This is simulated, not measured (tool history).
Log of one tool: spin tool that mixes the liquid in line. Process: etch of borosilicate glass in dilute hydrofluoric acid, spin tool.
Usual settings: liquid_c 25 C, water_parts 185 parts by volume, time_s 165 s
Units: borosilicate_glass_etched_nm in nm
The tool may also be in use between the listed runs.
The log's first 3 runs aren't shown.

| run | hour | liquid_c | water_parts | time_s | wafers since the last listed run | hours since the thermometer was replaced | hours since the hydrofluoric acid flow meter was replaced | hours since the gauge calibration | read-back film thickness of the borosilicate glass reference wafer, read on the same gauge (nm) | borosilicate_glass_etched_nm |
|---|---|---|---|---|---|---|---|---|---|---|
| 4 | 110.5 | 25 | 185 | 165 | 182 | 1078.7 | 41.6 | 1140.8 | 99.98 | 21.31 |
|  | 125.6 | thermometer replaced |
| 5 | 135.3 | 25 | 185 | 165 | 155 | 9.7 | 66.4 | 1165.6 | 100 | 23.23 |
| 6 | 179.6 | 25 | 185 | 165 | 289 | 54 | 110.7 | 1209.9 | 99.99 | 23.1 |
| 7 | 233.9 | 25 | 185 | 165 | 354 | 108.3 | 165 | 1264.2 | 99.98 | 22.58 |
| 8 | 270.7 | 25 | 185 | 165 | 240 | 145.1 | 201.8 | 1301 | 99.99 | 22.81 |
| 9 | 308.4 | 25 | 185 | 165 | 246 | 182.8 | 239.5 | 1338.7 | 99.96 | 22.46 |
| 10 | 340 | 25 | 165 | 165 | 206 | 214.4 | 271.1 | 1370.3 | 100.03 | 25.5 |
| 11 | 471.5 | 25 | 165 | 165 | 858 | 345.9 | 402.6 | 1501.8 | 100.01 | 25.41 |
| 12 | 533.7 | 25 | 165 | 165 | 405 | 408.1 | 464.8 | 1564 | 100.04 | 25.06 |
|  | 636.9 | hydrofluoric acid flow meter replaced |
| 13 | 641.3 | 25 | 185 | 165 | 695 | 515.7 | 4.4 | 1671.6 | 100 | 22.62 |
| 14 | 672.9 | 25 | 185 | 165 | 206 | 547.3 | 36 | 1703.2 | 99.98 | 22.53 |
| 15 | 717.7 | 25 | 185 | 165 | 292 | 592.1 | 80.8 | 1748 | 100 | 22.13 |
| 16 | 776.1 | 25 | 115 | 165 | 381 | 650.5 | 139.2 | 1806.4 | 100 | 39.1 |

Run 17 comes next. What will it give?
| 17 | 846.5 | 25 | 185 | 165 | 459 | 720.9 | 209.6 | 1876.8 | ? | ? |

read-back film thickness of the borosilicate glass reference wafer, read on the same gauge (nm): 99.98
borosilicate_glass_etched_nm: 21.6 nm
Without the tool's hidden state the same run would have given borosilicate_glass_etched_nm 23.03 nm.
